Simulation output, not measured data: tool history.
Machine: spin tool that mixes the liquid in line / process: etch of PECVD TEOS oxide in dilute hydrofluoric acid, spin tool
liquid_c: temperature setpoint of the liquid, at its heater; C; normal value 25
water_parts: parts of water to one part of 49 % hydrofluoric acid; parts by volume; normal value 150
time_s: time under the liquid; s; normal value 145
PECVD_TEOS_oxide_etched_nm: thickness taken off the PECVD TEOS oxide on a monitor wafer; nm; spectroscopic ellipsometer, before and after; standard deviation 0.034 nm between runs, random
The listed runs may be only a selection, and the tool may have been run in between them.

run	hour	liquid_c	water_parts	time_s	wafers since the last listed run	hours since the thermometer was replaced	hours since the hydrofluoric acid flow meter was replaced	hours since the gauge calibration	read-back film thickness of the PECVD TEOS oxide reference wafer, read on the same gauge (nm)	PECVD_TEOS_oxide_etched_nm
1	0	25	150	145	0	301.2	1988.9	1223.7	140.01	11.37
# hour 4.8: gauge calibrated
2	30.8	28	150	145	143	332	2019.7	26	140.02	12.82
3	43.5	28	150	145	59	344.7	2032.4	38.7	140	12.7
4	59.5	25	150	145	74	360.7	2048.4	54.7	140	11.4
5	83	25	150	145	109	384.2	2071.9	78.2	139.99	11.41
6	115.9	25	150	145	153	417.1	2104.8	111.1	140	11.4
7	142.2	25	150	145	122	443.4	2131.1	137.4	140.01	11.36
# hour 156.6: hydrofluoric acid flow meter replaced
8	166.5	25	150	145	108	467.7	9.9	161.7	140	10.98
9	226.7	25	150	145	280	527.9	70.1	221.9	139.97	11.02
10	246.1	25	150	145	90	547.3	89.5	241.3	140.01	11.02
11	258.5	25	150	145	57	559.7	101.9	253.7	139.99	10.99
# hour 265.3: thermometer replaced
12	283.1	25	150	145	109	17.8	126.5	278.3	140.01	11.18
13	297.7	25	150	145	67	32.4	141.1	292.9	140.01	11.16
14	325.9	25	125	145	131	60.6	169.3	321.1	139.99	13.84
15	344.6	22.5	115	145	87	79.3	188	339.8	139.98	13.75
16	365.8	23.5	185	205	98	100.5	209.2	361	140.01	11.64
17	456.8	25	150	145	423	191.5	300.2	452	140.01	11.21
18	469.5	25	150	145	59	204.2	312.9	464.7	140.01	11.17
19	499.9	29	150	85	141	234.6	343.3	495.1	140.01	7.57
20	534.9	22	150	210	162	269.6	378.3	530.1	139.99	14.35
21	593.6	25	100	145	273	328.3	437	588.8	139.99	17.65

What does the tool deliver on the next run?
22	618.5	29	150	145	115	353.2	461.9	613.7	?	?

read-back film thickness of the PECVD TEOS oxide reference wafer, read on the same gauge (nm): 139.98
PECVD_TEOS_oxide_etched_nm: 12.91 nm
If the tool had no hidden condition, the same run with the same run-to-run variation would have returned PECVD_TEOS_oxide_etched_nm 12.93 nm.
